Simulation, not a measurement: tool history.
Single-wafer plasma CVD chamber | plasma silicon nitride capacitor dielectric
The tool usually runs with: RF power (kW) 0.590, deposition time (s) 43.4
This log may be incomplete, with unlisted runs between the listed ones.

run    day  RF power (kW)  deposition time (s)  read-back reference wafer on the same gauge, thickness_nm  mean film thickness on the monitor wafer (Å)
  1  0.000          0.650                 43.4                                                     73.397                                        685.25
  2  0.629          0.650                 43.4                                                     73.390                                        687.30
  3  1.117          0.590                 46.6                                                     73.439                                        702.67
  4  1.846          0.590                 43.4                                                     73.395                                        654.51
  5  2.108          0.590                 43.4                                                     73.394                                        653.26
     3.000  -- RF generator calibrated
  6  3.021          0.590                 43.4                                                     73.399                                        635.90
  7  3.546          0.590                 38.0                                                     73.411                                        557.02
  8  4.154          0.590                 43.4                                                     73.432                                        635.15
  9  4.804          0.490                 35.5                                                     73.398                                        468.88
     5.225  -- RF generator calibrated, repeated, since the last time left the tool worse
 10  5.362          0.525                 41.1                                                     73.425                                        597.89

Run 11 comes next. What will it give?
 11  5.808          0.480                 48.1                                                          ?                                             ?

read-back reference wafer on the same gauge, thickness_nm: 73.403
mean film thickness on the monitor wafer (Å): 665.57
If the tool had no hidden condition, the same run with the same run-to-run variation would have returned mean film thickness on the monitor wafer (Å) 667.96.
